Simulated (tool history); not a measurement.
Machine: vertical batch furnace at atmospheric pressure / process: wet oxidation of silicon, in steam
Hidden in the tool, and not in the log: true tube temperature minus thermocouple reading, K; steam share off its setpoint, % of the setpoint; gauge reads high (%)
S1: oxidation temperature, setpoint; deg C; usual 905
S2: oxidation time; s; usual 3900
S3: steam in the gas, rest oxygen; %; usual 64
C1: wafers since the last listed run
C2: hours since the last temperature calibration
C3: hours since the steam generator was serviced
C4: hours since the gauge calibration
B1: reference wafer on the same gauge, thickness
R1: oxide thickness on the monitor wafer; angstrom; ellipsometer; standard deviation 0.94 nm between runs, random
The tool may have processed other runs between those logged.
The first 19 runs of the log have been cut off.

run 20 day=38.933 | S1=905 S2=3900 S3=64 | C1=938 C2=205.2 C3=237.4 C4=1443.9 | B1=142.3 | R1=1733
run 21 day=40.325 | S1=905 S2=3900 S3=64 | C1=456 C2=238.6 C3=270.8 C4=1477.3 | B1=141.73 | R1=1724
run 22 day=41.512 | S1=929 S2=4650 S3=59 | C1=389 C2=267.1 C3=299.3 C4=1505.8 | B1=142.16 | R1=2313.9
run 23 day=43.421 | S1=928 S2=2700 S3=75 | C1=625 C2=312.9 C3=345.1 C4=1551.6 | B1=141.88 | R1=1827.8
-- day=45.867 thermocouples replaced and temperature profile calibrated, repeated, since the last time left the tool worse
run 24 day=46.225 | S1=905 S2=2160 S3=68 | C1=591 C2=8.6 C3=412.4 C4=1618.9 | B1=142.23 | R1=1039.3
run 25 day=47.417 | S1=905 S2=3900 S3=71 | C1=390 C2=37.2 C3=441 C4=1647.5 | B1=142.19 | R1=1774.4
run 26 day=50.258 | S1=905 S2=3900 S3=64 | C1=931 C2=105.4 C3=509.2 C4=1715.7 | B1=141.83 | R1=1635.4
run 27 day=52.529 | S1=889 S2=2340 S3=69 | C1=744 C2=159.9 C3=563.7 C4=1770.2 | B1=142.16 | R1=912.5
run 28 day=54.742 | S1=905 S2=3900 S3=64 | C1=725 C2=213 C3=616.8 C4=1823.3 | B1=142.19 | R1=1629.5
run 29 day=56.396 | S1=891 S2=4440 S3=73 | C1=542 C2=252.7 C3=656.5 C4=1863 | B1=141.95 | R1=1689.3
run 30 day=59.112 | S1=905 S2=3900 S3=64 | C1=890 C2=317.9 C3=721.7 C4=1928.2 | B1=142.28 | R1=1616.9
-- day=59.679 gauge calibrated
run 31 day=61.283 | S1=905 S2=3900 S3=64 | C1=711 C2=370 C3=773.8 C4=38.5 | B1=141.82 | R1=1649.6
run 32 day=63.075 | S1=905 S2=4440 S3=59 | C1=587 C2=413 C3=816.8 C4=81.5 | B1=142.2 | R1=1692.8
run 33 day=64.904 | S1=905 S2=5730 S3=52 | C1=599 C2=456.9 C3=860.7 C4=125.4 | B1=141.74 | R1=1887.6
run 34 day=67.442 | S1=905 S2=3900 S3=76 | C1=831 C2=517.8 C3=921.6 C4=186.3 | B1=142.06 | R1=1898.9
run 35 day=69.483 | S1=905 S2=3900 S3=64 | C1=669 C2=566.8 C3=970.6 C4=235.3 | B1=141.73 | R1=1629.9
run 36 day=72.075 | S1=905 S2=5730 S3=58 | C1=849 C2=629 C3=1032.8 C4=297.5 | B1=142.29 | R1=2058.2
run 37 day=73.292 | S1=893 S2=3900 S3=53 | C1=398 C2=658.2 C3=1062 C4=326.7 | B1=141.96 | R1=1212.2
run 38 day=76.088 | S1=905 S2=3900 S3=67 | C1=916 C2=725.3 C3=1129.1 C4=393.8 | B1=142.1 | R1=1694.4
run 39 day=78.283 | S1=927 S2=3900 S3=55 | C1=719 C2=778 C3=1181.8 C4=446.5 | B1=141.84 | R1=1811.8

Below are 3 alternative next runs, each starting from the tool's condition after run 39. Predict each:
run A day=78.45 | S1=905 S2=3900 S3=64 | C1=54 C2=782 C3=1185.8 C4=450.5 | B1=? | R1=?
run B day=78.45 | S1=892 S2=4950 S3=56 | C1=54 C2=782 C3=1185.8 C4=450.5 | B1=? | R1=?
run C day=78.45 | S1=905 S2=4470 S3=68 | C1=54 C2=782 C3=1185.8 C4=450.5 | B1=? | R1=?

run=A B1=141.81 R1=1642.1
run=B B1=141.81 R1=1528.8
run=C B1=141.81 R1=1919.5
Take away the tool's hidden state, keep each run's random variation, and the runs would have read:
run=A R1=1624.6
run=B R1=1510.4
run=C R1=1899.9
